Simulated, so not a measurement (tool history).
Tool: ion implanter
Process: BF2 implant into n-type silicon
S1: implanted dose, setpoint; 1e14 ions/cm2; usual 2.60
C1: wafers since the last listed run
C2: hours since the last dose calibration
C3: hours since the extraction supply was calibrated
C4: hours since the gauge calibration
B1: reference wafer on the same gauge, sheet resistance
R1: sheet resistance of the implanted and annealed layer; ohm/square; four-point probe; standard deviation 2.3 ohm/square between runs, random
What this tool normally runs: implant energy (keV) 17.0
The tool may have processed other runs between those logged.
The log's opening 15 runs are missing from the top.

run 16 hour=427.6 | S1=2.60 implant_energy_(keV)=17.0 | C1=430 C2=52.8 C3=5925.4 C4=756.7 | B1=380.25 | R1=410.48
run 17 hour=461.5 | S1=2.60 implant_energy_(keV)=17.0 | C1=500 C2=86.7 C3=5959.3 C4=790.6 | B1=380.00 | R1=412.32
run 18 hour=483.6 | S1=3.19 implant_energy_(keV)=13.0 | C1=326 C2=108.8 C3=5981.4 C4=812.7 | B1=379.94 | R1=355.19
run 19 hour=496.8 | S1=2.04 implant_energy_(keV)=17.0 | C1=195 C2=122.0 C3=5994.6 C4=825.9 | B1=379.99 | R1=500.97
-- hour=505.2 gauge calibrated
run 20 hour=520.6 | S1=2.87 implant_energy_(keV)=22.0 | C1=351 C2=145.8 C3=6018.4 C4=15.4 | B1=380.29 | R1=360.52
run 21 hour=546.7 | S1=2.89 implant_energy_(keV)=20.0 | C1=385 C2=171.9 C3=6044.5 C4=41.5 | B1=379.87 | R1=365.97
run 22 hour=570.1 | S1=2.02 implant_energy_(keV)=17.0 | C1=345 C2=195.3 C3=6067.9 C4=64.9 | B1=379.47 | R1=505.55
run 23 hour=590.8 | S1=2.83 implant_energy_(keV)=17.0 | C1=305 C2=216.0 C3=6088.6 C4=85.6 | B1=379.90 | R1=377.18
-- hour=598.9 extraction supply calibrated
run 24 hour=620.3 | S1=2.60 implant_energy_(keV)=17.0 | C1=317 C2=245.5 C3=21.4 C4=115.1 | B1=380.10 | R1=404.58
run 25 hour=647.3 | S1=3.18 implant_energy_(keV)=22.0 | C1=399 C2=272.5 C3=48.4 C4=142.1 | B1=379.43 | R1=332.57
run 26 hour=677.7 | S1=2.60 implant_energy_(keV)=17.0 | C1=449 C2=302.9 C3=78.8 C4=172.5 | B1=380.11 | R1=404.39
run 27 hour=700.8 | S1=2.16 implant_energy_(keV)=21.5 | C1=341 C2=326.0 C3=101.9 C4=195.6 | B1=380.11 | R1=460.31
run 28 hour=714.4 | S1=2.89 implant_energy_(keV)=14.5 | C1=200 C2=339.6 C3=115.5 C4=209.2 | B1=379.73 | R1=372.74
run 29 hour=729.7 | S1=2.96 implant_energy_(keV)=11.5 | C1=226 C2=354.9 C3=130.8 C4=224.5 | B1=380.53 | R1=380.76
run 30 hour=750.5 | S1=2.10 implant_energy_(keV)=11.0 | C1=307 C2=375.7 C3=151.6 C4=245.3 | B1=380.22 | R1=501.97
run 31 hour=843.7 | S1=2.60 implant_energy_(keV)=17.0 | C1=1377 C2=468.9 C3=244.8 C4=338.5 | B1=380.06 | R1=400.05
run 32 hour=864.9 | S1=2.25 implant_energy_(keV)=14.0 | C1=313 C2=490.1 C3=266.0 C4=359.7 | B1=380.05 | R1=450.92
run 33 hour=899.0 | S1=2.80 implant_energy_(keV)=22.5 | C1=503 C2=524.2 C3=300.1 C4=393.8 | B1=379.73 | R1=359.57
run 34 hour=924.9 | S1=2.07 implant_energy_(keV)=19.5 | C1=382 C2=550.1 C3=326.0 C4=419.7 | B1=379.81 | R1=468.03

What if the next run were any one of these 5? Each begins from the tool's condition after run 34:
run A hour=925.3 | S1=2.60 implant_energy_(keV)=12.0 | C1=5 C2=550.5 C3=326.4 C4=420.1 | B1=? | R1=?
run B hour=925.3 | S1=1.95 implant_energy_(keV)=13.0 | C1=5 C2=550.5 C3=326.4 C4=420.1 | B1=? | R1=?
run C hour=925.3 | S1=2.37 implant_energy_(keV)=20.5 | C1=5 C2=550.5 C3=326.4 C4=420.1 | B1=? | R1=?
run D hour=925.3 | S1=1.93 implant_energy_(keV)=20.5 | C1=5 C2=550.5 C3=326.4 C4=420.1 | B1=? | R1=?
run E hour=925.3 | S1=2.02 implant_energy_(keV)=13.5 | C1=5 C2=550.5 C3=326.4 C4=420.1 | B1=? | R1=?

run=A B1=379.67 R1=412.38
run=B B1=379.67 R1=521.49
run=C B1=379.67 R1=422.10
run=D B1=379.67 R1=502.82
run=E B1=379.67 R1=503.91
The same runs, with their run-to-run variation unchanged, on a tool lacking any hidden condition would have given:
run=A R1=428.56
run=B R1=543.09
run=C R1=439.23
run=D R1=523.24
run=E R1=524.69
